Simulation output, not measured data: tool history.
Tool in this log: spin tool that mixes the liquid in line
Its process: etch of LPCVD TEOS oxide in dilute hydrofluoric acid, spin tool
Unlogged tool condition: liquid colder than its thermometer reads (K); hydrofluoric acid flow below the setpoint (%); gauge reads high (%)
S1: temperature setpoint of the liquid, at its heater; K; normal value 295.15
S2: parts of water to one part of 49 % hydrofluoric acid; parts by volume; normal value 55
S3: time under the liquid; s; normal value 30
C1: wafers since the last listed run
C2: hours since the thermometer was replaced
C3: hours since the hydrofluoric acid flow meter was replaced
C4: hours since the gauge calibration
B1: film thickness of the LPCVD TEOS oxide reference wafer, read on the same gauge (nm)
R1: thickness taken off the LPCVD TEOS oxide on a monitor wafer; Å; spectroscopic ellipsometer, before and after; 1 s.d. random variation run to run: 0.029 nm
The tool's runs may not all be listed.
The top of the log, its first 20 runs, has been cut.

| run | hour | S1 | S2 | S3 | C1 | C2 | C3 | C4 | B1 | R1 |
|---|---|---|---|---|---|---|---|---|---|---|
| 21 | 1532.7 | 291.65 | 55 | 30 | 1076 | 298.9 | 499.6 | 1035.2 | 130.01 | 78.2 |
| 22 | 1580.4 | 291.65 | 55 | 30 | 755 | 346.6 | 547.3 | 1082.9 | 129.99 | 77.9 |
| 23 | 1682.6 | 295.15 | 55 | 45 | 1617 | 448.8 | 649.5 | 1185.1 | 130.01 | 135.7 |
| 24 | 1959.6 | 293.65 | 55 | 45 | 4385 | 725.8 | 926.5 | 1462.1 | 130.02 | 126.8 |
| 25 | 2016.2 | 295.15 | 45 | 30 | 896 | 782.4 | 983.1 | 1518.7 | 130.00 | 110.6 |
| 26 | 2074.3 | 298.15 | 30 | 45 | 919 | 840.5 | 1041.2 | 1576.8 | 130.00 | 288.5 |
| 27 | 2169.3 | 295.15 | 55 | 50 | 1503 | 935.5 | 1136.2 | 1671.8 | 130.01 | 149.0 |
| 28 | 2254.7 | 295.15 | 55 | 30 | 1351 | 1020.9 | 1221.6 | 1757.2 | 130.00 | 89.4 |
| 29 | 2335.3 | 295.15 | 65 | 20 | 1275 | 1101.5 | 1302.2 | 1837.8 | 130.00 | 49.5 |
| 30 | 2414.4 | 290.15 | 55 | 30 | 1252 | 1180.6 | 1381.3 | 1916.9 | 130.01 | 71.7 |
| 31 | 2508.3 | 295.15 | 55 | 30 | 1486 | 1274.5 | 1475.2 | 2010.8 | 130.03 | 88.9 |
|  | 2525.8 | thermometer replaced |
| 32 | 2584.1 | 297.65 | 55 | 30 | 1184 | 58.3 | 1551.0 | 2086.6 | 129.99 | 98.3 |
| 33 | 2625.3 | 295.15 | 55 | 30 | 652 | 99.5 | 1592.2 | 2127.8 | 130.02 | 89.4 |
|  | 2632.1 | gauge calibrated |
| 34 | 2715.1 | 295.15 | 70 | 30 | 1421 | 189.3 | 1682.0 | 83.0 | 130.01 | 68.0 |

Below are 3 alternative next runs, each starting from the tool's condition after run 34. Predict each:
| A | 2715.5 | 295.15 | 55 | 35 | 6 | 189.7 | 1682.4 | 83.4 | ? | ? |
| B | 2715.5 | 293.15 | 70 | 30 | 6 | 189.7 | 1682.4 | 83.4 | ? | ? |
| C | 2715.5 | 295.15 | 55 | 40 | 6 | 189.7 | 1682.4 | 83.4 | ? | ? |

| run | B1 | R1 |
|---|---|---|
| A | 130.02 | 102.9 |
| B | 130.02 | 62.6 |
| C | 130.02 | 117.6 |
Without the tool's unlogged condition, the same runs would have read:
| run | R1 |
|---|---|
| A | 106.6 |
| B | 64.8 |
| C | 121.8 |
